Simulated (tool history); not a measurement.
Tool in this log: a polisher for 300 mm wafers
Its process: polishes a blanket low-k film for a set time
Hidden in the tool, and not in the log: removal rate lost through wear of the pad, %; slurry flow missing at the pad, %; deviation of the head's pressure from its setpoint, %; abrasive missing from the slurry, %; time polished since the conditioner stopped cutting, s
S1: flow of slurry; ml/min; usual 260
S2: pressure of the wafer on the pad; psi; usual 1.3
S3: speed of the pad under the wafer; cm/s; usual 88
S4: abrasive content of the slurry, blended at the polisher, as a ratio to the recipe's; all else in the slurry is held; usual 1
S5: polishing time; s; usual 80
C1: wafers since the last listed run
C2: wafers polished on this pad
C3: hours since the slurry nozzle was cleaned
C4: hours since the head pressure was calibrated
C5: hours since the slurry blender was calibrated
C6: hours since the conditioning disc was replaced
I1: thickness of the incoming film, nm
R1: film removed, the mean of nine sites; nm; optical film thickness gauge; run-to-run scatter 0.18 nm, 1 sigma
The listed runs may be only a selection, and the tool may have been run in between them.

run	hour	S1	S2	S3	S4	S5	C1	C2	C3	C4	C5	C6	I1	R1
1	0	260	1	110	1	80	0	5433	620.2	352.9	253.1	468.7	442.6	16.6
2	106.3	240	1.3	88	1	80	1336	6769	726.5	459.2	359.4	575	440.6	18.7
# hour 107.5: slurry nozzle cleaned
# hour 153.2: worn pad replaced by a new one
# hour 256.9: head pressure recalibrated
# hour 257.8: conditioning disc replaced and pad reconditioned
# hour 352.7: slurry blender recalibrated
3	380	240	1.3	88	1	80	3315	2789	272.5	123.1	27.3	122.2	439.9	19.4
4	462.6	240	1.3	88	1	80	1038	3828	355.1	205.7	109.9	204.8	440.8	18.9
5	562.8	260	1.3	88	1	80	1259	5087	455.3	305.9	210.1	305	440.5	19
6	616.9	260	1.3	100	1	80	680	5767	509.4	360	264.2	359.1	437.3	20.3
# hour 659.2: slurry nozzle cleaned
7	724.5	260	1.1	88	1.25	80	1339	7107	65.3	467.6	371.8	466.7	437.4	17.4
# hour 764.6: worn pad replaced by a new one
8	808.9	260	0.8	116	1.2	80	1010	556	149.7	552	456.2	551.1	435.8	15.1
9	864.1	295	1.7	88	1	80	693	1250	204.9	607.2	511.4	606.3	433.1	25.4
10	939.1	260	1.5	80	1.25	91	942	2193	279.9	682.2	586.4	681.3	445.8	25.8
# hour 973.8: conditioning disc replaced and pad reconditioned
# hour 977: head pressure recalibrated
11	1033	260	0.9	74	0.85	65	1130	3323	373.8	56	680.3	59.2	433.7	9
# hour 1039.5: slurry blender recalibrated
12	1094.3	260	1.3	88	1	80	745	4068	435.1	117.3	54.8	120.5	438.4	18.6
13	1154.7	260	1.3	70	1	80	759	4827	495.5	177.7	115.2	180.9	441.1	16.6
14	1230.2	260	1.6	104	1.25	100	949	5776	571	253.2	190.7	256.4	447.3	33.8
15	1308.5	260	1.3	96	1	80	984	6761	649.3	331.5	269	334.7	444.4	19.5
# hour 1374.2: slurry nozzle cleaned
16	1390.4	260	1.3	88	1	80	1016	7777	16.2	413.4	350.9	416.6	448.3	18.4
17	1433.2	260	1.3	88	1	80	537	8315	59	456.2	393.7	459.4	440.7	18.4
# hour 1443.6: worn pad replaced by a new one
18	1526.2	260	1.2	88	1	88	1118	1038	152	549.2	486.7	552.4	438.5	19.9
# hour 1548.7: head pressure recalibrated
# hour 1549.3: conditioning disc replaced and pad reconditioned
19	1576	260	1.3	88	0.85	80	592	1630	201.8	27.3	536.5	26.7	446.1	18.2
# hour 1618.2: slurry blender recalibrated
20	1646	260	0.9	110	0.75	93	854	2485	271.8	97.3	27.8	96.7	442.9	15.6
21	1718.2	210	1.3	88	0.75	80	907	3392	344	169.5	100	168.9	446.4	16.5
22	1767.8	260	1.3	88	1	80	623	4016	393.6	219.1	149.6	218.5	436.9	19
23	1824.9	305	1.3	88	0.85	80	717	4733	450.7	276.2	206.7	275.6	435.7	17.9
24	1901.1	260	1.3	88	1	80	957	5691	526.9	352.4	282.9	351.8	437.4	18.9
# hour 1966: slurry nozzle cleaned
# hour 2057.5: worn pad replaced by a new one
25	2183.4	210	1.1	88	1.1	80	3485	1582	217.4	634.7	565.2	634.1	448.6	16.9

Measured result minus the same run's result without the hidden state. Both carry the same run-to-run variation, though not necessarily the same gauge scatter:
run	R1
1	-1.2
2	-1.4
3	-1
4	-1.2
5	-1.4
6	-1.5
7	-1.3
8	-0.5
9	-1.1
10	-1.6
11	-0.7
12	-1.4
13	-1.4
14	-3
15	-1.8
16	-1.7
17	-1.7
18	-0.6
19	-0.8
20	-0.8
21	-1
22	-1.3
23	-1.3
24	-1.5
25	-0.6
